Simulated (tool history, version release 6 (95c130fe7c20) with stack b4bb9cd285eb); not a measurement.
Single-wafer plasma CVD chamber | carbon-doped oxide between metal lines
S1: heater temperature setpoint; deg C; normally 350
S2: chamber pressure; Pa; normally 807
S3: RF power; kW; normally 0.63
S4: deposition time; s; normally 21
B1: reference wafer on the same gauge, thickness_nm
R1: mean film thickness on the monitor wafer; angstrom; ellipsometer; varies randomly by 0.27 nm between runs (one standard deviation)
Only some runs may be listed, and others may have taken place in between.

Run 1, hour 0: usual settings; B1 129.97. Result: R1 1172.79 angstrom.
Run 2, hour 58.3: usual settings; B1 130.068. Result: R1 1171.16 angstrom.
Run 3, hour 165.8: usual settings; B1 129.987. Result: R1 1177.33 angstrom.
Run 4, hour 257.5: usual settings; B1 130.035. Result: R1 1176.08 angstrom.
Run 5, hour 334.7: usual settings; B1 129.967. Result: R1 1174.23 angstrom.
Run 6, hour 381.6: usual settings but S1 363 deg C, S2 623 Pa, S3 0.57 kW, S4 22.8 s; B1 129.996. Result: R1 1050.02 angstrom.
Run 7, hour 428.5: usual settings but S1 343 deg C; B1 129.962. Result: R1 1200.78 angstrom.
Run 8, hour 499: usual settings but S1 358 deg C; B1 130.009. Result: R1 1150.43 angstrom.
At hour 568.1: thermocouple changed; heater temperature recalibrated.
At hour 819.4: capacitance manometer re-zeroed and calibrated.
Run 9, hour 819.9: usual settings but S2 987 Pa, S4 24 s; B1 130.011. Result: R1 1382.69 angstrom.
Run 10, hour 904.1: usual settings; B1 129.966. Result: R1 1182.4 angstrom.
Run 11, hour 993.7: usual settings but S2 675 Pa, S3 0.505 kW, S4 24.8 s; B1 130.019. Result: R1 1056.7 angstrom.
Run 12, hour 1091.3: usual settings but S1 362 deg C, S4 18.3 s; B1 129.981. Result: R1 996.38 angstrom.
At hour 1104.1: gauge calibrated.
Run 13, hour 1376.4: usual settings but S1 337 deg C; B1 129.933. Result: R1 1233.64 angstrom.
Run 14, hour 1464.8: usual settings but S1 343 deg C; B1 130.003. Result: R1 1202.6 angstrom.
Run 15, hour 1531.5: usual settings but S1 354 deg C, S2 940 Pa, S3 0.58 kW, S4 24.7 s; B1 130.01. Result: R1 1281.06 angstrom.
Run 16, hour 1584.8: usual settings; B1 129.994. Result: R1 1178.38 angstrom.
At hour 1599.5: RF generator calibrated.
At hour 1626.3: showerhead replaced.
Run 17, hour 1688.9: usual settings but S1 358 deg C, S2 700 Pa, S3 0.55 kW; B1 129.977. Result: R1 967.97 angstrom.
Run 18, hour 1784.8: usual settings but S1 341 deg C, S4 16.8 s; B1 129.931. Result: R1 968.56 angstrom.
Run 19, hour 1821.1: usual settings; B1 130.021. Result: R1 1173.59 angstrom.
Run 20, hour 1908: usual settings but S2 704 Pa; B1 130.014. Result: R1 1141.17 angstrom.
Run 21, hour 1951.7: usual settings but S1 359 deg C, S3 0.575 kW; B1 129.935. Result: R1 1038.64 angstrom.
Run 22, hour 2027.8: usual settings but S1 339 deg C, S2 940 Pa, S3 0.57 kW, S4 18.3 s; B1 129.945. Result: R1 981.47 angstrom.
Run 23, hour 2245.7: usual settings but S3 0.58 kW; B1 129.937. Result: R1 1079.63 angstrom.
Run 24, hour 2322.2: usual settings but S1 357 deg C, S2 935 Pa, S3 0.57 kW, S4 25.1 s; B1 129.95. Result: R1 1263.04 angstrom.
At hour 2407.8: capacitance manometer re-zeroed and calibrated.
Run 25, hour 2408.3: usual settings but S1 344 deg C, S3 0.755 kW, S4 22.2 s; B1 129.91. Result: R1 1509.62 angstrom.
Run 26, hour 2468.2: usual settings but S1 363 deg C, S2 968 Pa, S3 0.565 kW, S4 17.9 s; B1 130.044. Result: R1 890.35 angstrom.
Run 27, hour 2769.1: usual settings but S4 24.3 s; B1 130.108. Result: R1 1361.36 angstrom.
Run 28, hour 2823.7: usual settings but S2 649 Pa, S4 22.6 s; B1 129.917. Result: R1 1212.01 angstrom.
Run 29, hour 2908.3: usual settings but S1 335 deg C, S2 981 Pa; B1 129.964. Result: R1 1273.48 angstrom.

Forecast each of these 3 alternatives for the next run:
Run A, hour 2908.7: usual settings but S2 615 Pa; B1 ?. Result: R1 ?.
Run B, hour 2908.7: usual settings but S1 342 deg C, S2 607 Pa, S3 0.565 kW, S4 18.8 s; B1 ?. Result: R1 ?.
Run C, hour 2908.7: usual settings but S1 360 deg C, S3 0.505 kW, S4 19 s; B1 ?. Result: R1 ?.

run       B1       R1
  A  130.023  1118.12
  B  130.023   920.94
  C  130.023   816.42
What these runs would have given with no unlogged condition in the tool:
run       R1
  A  1128.62
  B   929.07
  C   823.31

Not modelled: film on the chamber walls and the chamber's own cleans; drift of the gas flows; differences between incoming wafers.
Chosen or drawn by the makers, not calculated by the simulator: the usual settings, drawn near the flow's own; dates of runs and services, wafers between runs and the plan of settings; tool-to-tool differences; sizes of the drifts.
